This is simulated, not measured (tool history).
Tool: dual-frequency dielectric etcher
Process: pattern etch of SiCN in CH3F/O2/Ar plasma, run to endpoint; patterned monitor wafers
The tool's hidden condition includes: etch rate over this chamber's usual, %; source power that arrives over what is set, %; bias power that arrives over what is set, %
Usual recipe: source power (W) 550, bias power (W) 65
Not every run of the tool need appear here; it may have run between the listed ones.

run    hour  source power (W)  bias power (W)  wafers since the last listed run  hours since the last wet clean  hours since the last source power generator calibration  hours since the last bias power generator calibration  hours since the last upper electrode change  incoming incoming film thickness, nm  endpoint time (s)
  1     0.0               550              65                                 0                           100.9                                                   4097.6                                                 3062.9                                       2621.8                                  7.55               19.2
  2    29.9               550              65                               434                           130.8                                                   4127.5                                                 3092.8                                       2651.7                                  7.62               19.5
  3    78.9               550              65                               711                           179.8                                                   4176.5                                                 3141.8                                       2700.7                                  7.59               19.3
  4   111.5               550              65                               473                           212.4                                                   4209.1                                                 3174.4                                       2733.3                                  7.64               19.8
  5   141.8               550              54                               440                           242.7                                                   4239.4                                                 3204.7                                       2763.6                                  7.54               21.3
  6   186.5               550              54                               649                           287.4                                                   4284.1                                                 3249.4                                       2808.3                                  7.58               21.5
  7   213.6               550              75                               393                           314.5                                                   4311.2                                                 3276.5                                       2835.4                                  7.66               18.5
  8   245.2               550              75                               458                           346.1                                                   4342.8                                                 3308.1                                       2867.0                                  7.70               18.4
      270.9  -- wet clean of the chamber
  9   299.1               550              75                               434                            28.2                                                   4396.7                                                 3362.0                                       2920.9                                  7.63               18.1
 10   345.7               550              65                               676                            74.8                                                   4443.3                                                 3408.6                                       2967.5                                  7.67               19.5
 11   409.4               550              65                               925                           138.5                                                   4507.0                                                 3472.3                                       3031.2                                  7.56               19.3
      478.8  -- upper electrode replaced
 12   479.3               550              79                               666                           208.4                                                   4576.9                                                 3542.2                                          0.5                                  7.58               17.7
 13   504.2               500              54                               361                           233.3                                                   4601.8                                                 3567.1                                         25.4                                  7.60               22.6
      522.4  -- bias power generator calibrated
 14   543.3               550              65                               509                           272.4                                                   4640.9                                                   20.9                                         64.5                                  7.56               19.4
      547.9  -- source power generator calibrated
 15   580.0               550              65                               474                           309.1                                                     32.1                                                   57.6                                        101.2                                  7.65               20.1
 16   630.0               630              60                               726                           359.1                                                     82.1                                                  107.6                                        151.2                                  7.64               19.4
      683.9  -- wet clean of the chamber
 17   684.4               550              65                               441                             0.5                                                    136.5                                                  162.0                                        205.6                                  7.58               19.5
 18   744.0               490              61                               865                            60.1                                                    196.1                                                  221.6                                        265.2                                  7.60               21.5
 19   788.5               490              73                               646                           104.6                                                    240.6                                                  266.1                                        309.7                                  7.61               19.3
 20   813.7               680              65                               365                           129.8                                                    265.8                                                  291.3                                        334.9                                  7.57               17.4
 21   874.8               420              74                               887                           190.9                                                    326.9                                                  352.4                                        396.0                                  7.69               21.3
 22   936.0               500              61                               888                           252.1                                                    388.1                                                  413.6                                        457.2                                  7.57               21.3
 23  1003.6               620              65                               981                           319.7                                                    455.7                                                  481.2                                        524.8                                  7.56               18.5

Each row is a separate what-if for the run after 23, all from the same tool condition, not one after another. Results?
  A  1004.0               550              65                                 5                           320.1                                                    456.1                                                  481.6                                        525.2                                  7.60                  ?
  B  1004.0               550              80                                 5                           320.1                                                    456.1                                                  481.6                                        525.2                                  7.60                  ?
  C  1004.0               670              65                                 5                           320.1                                                    456.1                                                  481.6                                        525.2                                  7.60                  ?

run  endpoint time (s)
  A               19.8
  B               17.9
  C               18.0
With the hidden condition removed and each run's random variation left untouched, the same runs would have given:
run  endpoint time (s)
  A               19.2
  B               17.4
  C               17.4
